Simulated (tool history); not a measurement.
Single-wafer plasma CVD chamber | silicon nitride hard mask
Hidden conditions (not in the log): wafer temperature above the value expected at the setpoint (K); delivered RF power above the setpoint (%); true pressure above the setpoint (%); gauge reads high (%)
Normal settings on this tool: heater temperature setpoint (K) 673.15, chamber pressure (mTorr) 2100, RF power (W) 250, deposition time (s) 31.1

run	hour	heater temperature setpoint (K)	chamber pressure (mTorr)	RF power (W)	deposition time (s)	wafers since the last listed run	hours since the last thermocouple change	hours since the last RF generator calibration	hours since the last manometer calibration	hours since the showerhead was replaced	hours since the gauge calibration	read-back reference wafer on the same gauge, thickness_nm	mean film thickness on the monitor wafer (Å)
1	0	668.15	2100	250	31.1	0	2340.7	571.2	2456.2	5870.5	846.2	27.504	311.12
2	55.5	668.15	2100	250	31.1	1242	2396.2	626.7	2511.7	5926	901.7	27.449	311.6
3	92.5	668.15	2100	250	31.1	828	2433.2	663.7	2548.7	5963	938.7	27.478	311.24
4	145.1	673.15	2100	250	31.1	1177	2485.8	716.3	2601.3	6015.6	991.3	27.42	312.09
# hour 186.2: RF generator calibrated
5	197.8	673.15	2100	250	31.1	1000	2538.5	11.6	2654	6068.3	1044	27.489	325.08
6	284.9	673.15	2100	250	31.1	1949	2625.6	98.7	2741.1	6155.4	1131.1	27.495	321.02
7	346.5	673.15	2100	250	31.1	1378	2687.2	160.3	2802.7	6217	1192.7	27.542	316.4
8	385.8	673.15	2420	250	31.1	879	2726.5	199.6	2842	6256.3	1232	27.452	326.77
9	587.2	673.15	2100	250	31.1	4508	2927.9	401	3043.4	6457.7	1433.4	27.534	312.87
# hour 625.6: capacitance manometer re-zeroed and calibrated
10	626.1	673.15	2100	250	31.1	691	2966.8	439.9	0.5	6496.6	1472.3	27.516	311.22
# hour 655.4: showerhead replaced
11	817.1	673.15	2100	250	31.1	4096	3157.8	630.9	191.5	161.7	1663.3	27.533	309.87
# hour 867.7: thermocouple changed; heater temperature recalibrated
12	868.2	673.15	2100	250	31.1	964	0.5	682	242.6	212.8	1714.4	27.552	310.3
13	910.8	673.15	2100	250	31.1	953	43.1	724.6	285.2	255.4	1757	27.474	307.3
14	966.2	673.15	1960	250	31.1	1240	98.5	780	340.6	310.8	1812.4	27.545	304.88
15	1001.2	673.15	2100	250	31.1	783	133.5	815	375.6	345.8	1847.4	27.556	308.67
# hour 1010.6: gauge calibrated
16	1064.3	673.15	2100	250	31.1	1412	196.6	878.1	438.7	408.9	53.7	27.494	309.53
# hour 1081.8: RF generator calibrated
17	1106.1	673.15	2100	250	31.1	756	238.4	24.3	480.5	450.7	95.5	27.573	321.59
18	1131.2	673.15	1860	225	31.1	561	263.5	49.4	505.6	475.8	120.6	27.498	282.38
19	1165.1	673.15	2100	235	31.1	758	297.4	83.3	539.5	509.7	154.5	27.443	300.49
20	1203.4	662.15	1880	250	36.5	857	335.7	121.6	577.8	548	192.8	27.459	363.21
21	1230	673.15	2100	250	31.1	595	362.3	148.2	604.4	574.6	219.4	27.516	315.14
22	1288.7	680.15	2100	250	25.6	1313	421	206.9	663.1	633.3	278.1	27.501	256.58
23	1355.4	663.15	1800	280	31.1	1493	487.7	273.6	729.8	700	344.8	27.447	337.08
24	1402.6	673.15	2570	300	31.1	1056	534.9	320.8	777	747.2	392	27.55	380.3
25	1462.6	673.15	2230	250	34.1	1343	594.9	380.8	837	807.2	452	27.474	346.46
26	1509.7	667.15	2420	250	26.8	1054	642	427.9	884.1	854.3	499.1	27.455	278.19
27	1563.4	673.15	1780	220	31.1	1202	695.7	481.6	937.8	908	552.8	27.492	262.87
28	1597.1	673.15	1950	250	27.9	754	729.4	515.3	971.5	941.7	586.5	27.549	272.03
29	1624.6	680.15	1680	270	35.3	615	756.9	542.8	999	969.2	614	27.552	354.29
30	1649.5	673.15	2100	250	31.1	557	781.8	567.7	1023.9	994.1	638.9	27.496	310.54

Forecast each of these 3 alternatives for the next run:
A	1649.9	673.15	1860	250	31.1	8	782.2	568.1	1024.3	994.5	639.3	?	?
B	1649.9	683.15	1880	230	31.1	8	782.2	568.1	1024.3	994.5	639.3	?	?
C	1649.9	662.15	1780	250	27.4	8	782.2	568.1	1024.3	994.5	639.3	?	?

run	read-back reference wafer on the same gauge, thickness_nm	mean film thickness on the monitor wafer (Å)
A	27.484	299.44
B	27.484	276.42
C	27.484	262.06
Without the tool's hidden state the same runs would have given:
run	mean film thickness on the monitor wafer (Å)
A	317.25
B	293.72
C	277.65
